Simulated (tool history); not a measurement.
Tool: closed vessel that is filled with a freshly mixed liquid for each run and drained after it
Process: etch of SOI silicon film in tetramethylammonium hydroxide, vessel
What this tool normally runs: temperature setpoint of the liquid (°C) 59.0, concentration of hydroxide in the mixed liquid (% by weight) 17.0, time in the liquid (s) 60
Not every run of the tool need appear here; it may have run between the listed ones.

| run | day | temperature setpoint of the liquid (°C) | concentration of hydroxide in the mixed liquid (% by weight) | time in the liquid (s) | read-back film thickness of the SOI silicon film reference wafer, read on the same gauge (nm) | thickness taken off the SOI silicon film on a monitor wafer (angstrom) |
|---|---|---|---|---|---|---|
| 1 | 0.000 | 59.0 | 17.0 | 60 | 80.00 | 1891.1 |
|  | 0.650 | hydroxide flow meter replaced |
| 2 | 1.404 | 59.0 | 17.0 | 60 | 80.00 | 1828.4 |
|  | 2.208 | thermometer replaced |
| 3 | 2.346 | 59.0 | 17.0 | 60 | 79.98 | 1981.3 |
| 4 | 3.638 | 59.0 | 17.0 | 60 | 79.98 | 2000.1 |
| 5 | 4.400 | 59.0 | 17.0 | 70 | 80.03 | 2333.2 |
| 6 | 5.146 | 59.0 | 17.0 | 70 | 79.97 | 2319.1 |
| 7 | 6.271 | 59.0 | 17.0 | 60 | 80.02 | 1973.8 |
| 8 | 7.221 | 59.0 | 17.0 | 60 | 80.02 | 1996.4 |
| 9 | 8.283 | 59.0 | 17.0 | 60 | 79.99 | 2000.1 |
| 10 | 9.112 | 56.0 | 20.0 | 35 | 80.02 | 915.0 |
|  | 9.233 | gauge calibrated |
| 11 | 10.546 | 53.0 | 12.5 | 60 | 79.98 | 1558.8 |
| 12 | 11.429 | 57.0 | 17.0 | 50 | 80.02 | 1480.3 |
| 13 | 12.392 | 63.0 | 21.0 | 45 | 79.98 | 1773.0 |
| 14 | 13.229 | 63.0 | 17.0 | 35 | 79.99 | 1502.3 |
| 15 | 14.712 | 59.0 | 17.0 | 60 | 80.00 | 2047.8 |
| 16 | 16.183 | 59.0 | 17.0 | 60 | 80.00 | 2027.9 |
| 17 | 17.679 | 59.0 | 15.0 | 50 | 79.97 | 1825.6 |
| 18 | 19.175 | 56.0 | 21.5 | 45 | 80.00 | 1155.6 |
|  | 19.400 | hydroxide flow meter replaced |
| 19 | 22.896 | 59.0 | 17.0 | 85 | 79.99 | 2787.1 |
| 20 | 24.075 | 59.0 | 17.0 | 60 | 80.01 | 1970.8 |
| 21 | 27.392 | 59.0 | 17.0 | 60 | 79.97 | 1968.6 |
| 22 | 28.279 | 53.5 | 20.5 | 95 | 79.99 | 2076.5 |
| 23 | 29.162 | 55.5 | 14.0 | 90 | 80.01 | 2609.4 |
| 24 | 30.646 | 59.0 | 14.0 | 75 | 80.00 | 2709.4 |
| 25 | 32.096 | 59.0 | 21.5 | 40 | 80.01 | 1211.4 |
| 26 | 35.258 | 59.0 | 13.5 | 60 | 79.99 | 2205.5 |
| 27 | 37.521 | 59.0 | 17.0 | 60 | 79.98 | 2014.2 |
| 28 | 38.046 | 61.0 | 21.5 | 85 | 79.97 | 2913.0 |
| 29 | 39.021 | 62.5 | 13.0 | 30 | 79.98 | 1414.2 |
|  | 39.738 | hydroxide flow meter replaced |
| 30 | 39.975 | 59.0 | 19.0 | 60 | 79.98 | 1833.0 |
| 31 | 40.900 | 59.0 | 13.0 | 60 | 80.03 | 2201.4 |
| 32 | 41.992 | 59.0 | 17.0 | 60 | 80.01 | 1919.9 |

For run 33, what comes out?
| 33 | 43.692 | 67.0 | 12.5 | 90 | ? | ? |

read-back film thickness of the SOI silicon film reference wafer, read on the same gauge (nm): 80.01
thickness taken off the SOI silicon film on a monitor wafer (angstrom): 5519.0
Were there no unlogged condition in the tool, this run, its random variation unchanged, would have produced thickness taken off the SOI silicon film on a monitor wafer (angstrom) 5636.0.

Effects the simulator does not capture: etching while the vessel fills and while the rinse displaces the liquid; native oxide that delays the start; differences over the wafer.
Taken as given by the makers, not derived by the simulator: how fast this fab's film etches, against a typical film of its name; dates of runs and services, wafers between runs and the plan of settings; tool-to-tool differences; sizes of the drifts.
